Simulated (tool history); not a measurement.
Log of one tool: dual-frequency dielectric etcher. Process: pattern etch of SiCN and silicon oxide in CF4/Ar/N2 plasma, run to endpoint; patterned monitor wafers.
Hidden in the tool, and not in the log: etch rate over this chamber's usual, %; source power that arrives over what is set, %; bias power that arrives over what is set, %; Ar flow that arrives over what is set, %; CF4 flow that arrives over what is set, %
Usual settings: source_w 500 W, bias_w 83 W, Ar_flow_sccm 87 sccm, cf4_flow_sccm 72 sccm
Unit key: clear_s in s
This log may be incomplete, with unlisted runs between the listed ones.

run	hour	source_w	bias_w	Ar_flow_sccm	cf4_flow_sccm	wafers since the last listed run	hours since the last wet clean	hours since the last source power generator calibration	hours since the last bias power generator calibration	hours since the last Ar flow controller change	hours since the last CF4 flow controller change	hours since the last upper electrode change	incoming incoming film thickness, nm	clear_s
1	0.0	590	75	106	72	0	116.5	3922.4	4079.0	128.1	182.7	3010.7	17.62	17.8
2	17.7	390	68	75	55	398	134.2	3940.1	4096.7	145.8	200.4	3028.4	17.75	25.3
3	85.0	500	83	87	72	1516	201.5	4007.4	4164.0	213.1	267.7	3095.7	17.90	19.4
4	107.6	610	102	87	72	509	224.1	4030.0	4186.6	235.7	290.3	3118.3	17.78	15.6
# hour 125.9: bias power generator calibrated
5	126.4	500	67	67	85	333	242.9	4048.8	0.5	254.5	309.1	3137.1	17.79	19.5
6	142.9	390	70	105	72	371	259.4	4065.3	17.0	271.0	325.6	3153.6	17.87	24.8
# hour 182.9: upper electrode replaced
7	183.4	500	83	87	80	371	299.9	4105.8	57.5	311.5	366.1	0.5	17.80	19.0
8	197.4	590	83	87	85	315	313.9	4119.8	71.5	325.5	380.1	14.5	17.90	16.6
# hour 232.5: wet clean of the chamber
9	233.0	500	65	87	72	261	0.5	4155.4	107.1	361.1	415.7	50.1	17.82	20.7
10	238.6	500	83	87	72	126	6.1	4161.0	112.7	366.7	421.3	55.7	17.91	19.5
11	254.2	550	83	103	72	351	21.7	4176.6	128.3	382.3	436.9	71.3	17.82	18.3
12	267.7	500	83	87	87	304	35.2	4190.1	141.8	395.8	450.4	84.8	17.67	18.6
13	297.2	500	73	77	59	664	64.7	4219.6	171.3	425.3	479.9	114.3	17.67	20.3
# hour 375.8: source power generator calibrated
14	385.7	390	83	87	64	1904	153.2	9.9	259.8	513.8	568.4	202.8	17.70	23.5
15	476.0	500	98	87	72	2034	243.5	100.2	350.1	604.1	658.7	293.1	17.76	18.3
16	510.4	500	94	80	64	775	277.9	134.6	384.5	638.5	693.1	327.5	17.85	18.9
17	524.8	440	66	87	67	324	292.3	149.0	398.9	652.9	707.5	341.9	17.85	23.0
18	536.9	620	83	87	72	272	304.4	161.1	411.0	665.0	719.6	354.0	18.00	16.6
19	572.2	410	104	87	79	795	339.7	196.4	446.3	700.3	754.9	389.3	17.76	20.4
# hour 603.2: wet clean of the chamber
20	603.7	470	83	76	82	169	0.5	227.9	477.8	731.8	786.4	420.8	17.93	19.7
21	620.6	500	78	87	54	380	17.4	244.8	494.7	748.7	803.3	437.7	17.49	20.5
22	643.7	500	78	87	72	520	40.5	267.9	517.8	771.8	826.4	460.8	17.78	19.7
23	663.0	500	83	75	58	434	59.8	287.2	537.1	791.1	845.7	480.1	17.73	19.7
24	694.9	500	83	87	72	718	91.7	319.1	569.0	823.0	877.6	512.0	17.63	19.0

Branching from run 24: 4 alternative next runs. What would each branch give?
A	695.3	500	83	87	72	9	92.1	319.5	569.4	823.4	878.0	512.4	17.71	?
B	695.3	580	72	87	81	9	92.1	319.5	569.4	823.4	878.0	512.4	17.71	?
C	695.3	500	83	87	55	9	92.1	319.5	569.4	823.4	878.0	512.4	17.71	?
D	695.3	500	76	69	78	9	92.1	319.5	569.4	823.4	878.0	512.4	17.71	?

run	clear_s
A	19.3
B	17.7
C	20.3
D	19.2
With no hidden state in the tool, these same runs would have given:
run	clear_s
A	19.3
B	17.7
C	20.3
D	19.2
